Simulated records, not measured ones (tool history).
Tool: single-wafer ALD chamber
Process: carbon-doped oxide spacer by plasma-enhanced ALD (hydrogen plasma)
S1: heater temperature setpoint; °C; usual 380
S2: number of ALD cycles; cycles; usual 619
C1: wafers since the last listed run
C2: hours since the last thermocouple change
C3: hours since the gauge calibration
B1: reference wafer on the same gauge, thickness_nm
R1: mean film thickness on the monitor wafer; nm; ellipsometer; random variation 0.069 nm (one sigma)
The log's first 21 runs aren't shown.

run	day	S1	S2	C1	C2	C3	B1	R1
22	38.092	389	658	14	208.5	123.5	26.950	29.358
23	43.971	386	736	53	349.6	264.6	26.946	32.882
24	46.779	380	685	25	417.0	332.0	26.956	30.451
25	49.692	380	619	26	486.9	401.9	26.979	27.635
26	52.571	394	619	26	556.0	471.0	27.008	27.623
27	53.575	373	721	9	580.1	495.1	26.999	32.188
28	55.217	380	619	14	619.5	534.5	27.010	27.662
29	56.625	372	619	12	653.3	568.3	27.025	27.679
30	59.258	375	718	24	716.5	631.5	27.012	32.083
31	61.612	380	672	21	773.0	688.0	27.035	30.022
32	64.225	394	531	23	835.7	750.7	27.036	23.746
33	67.142	393	619	26	905.7	820.7	27.065	27.622

Forecast each of these 4 alternatives for the next run:
A	67.196	367	619	0	907.0	822.0	?	?
B	67.196	375	659	0	907.0	822.0	?	?
C	67.196	371	581	0	907.0	822.0	?	?
D	67.196	365	676	0	907.0	822.0	?	?

run	B1	R1
A	27.050	27.616
B	27.050	29.401
C	27.050	25.921
D	27.050	30.159
Without the tool's hidden state the same runs would have given:
run	R1
A	27.555
B	29.335
C	25.863
D	30.092
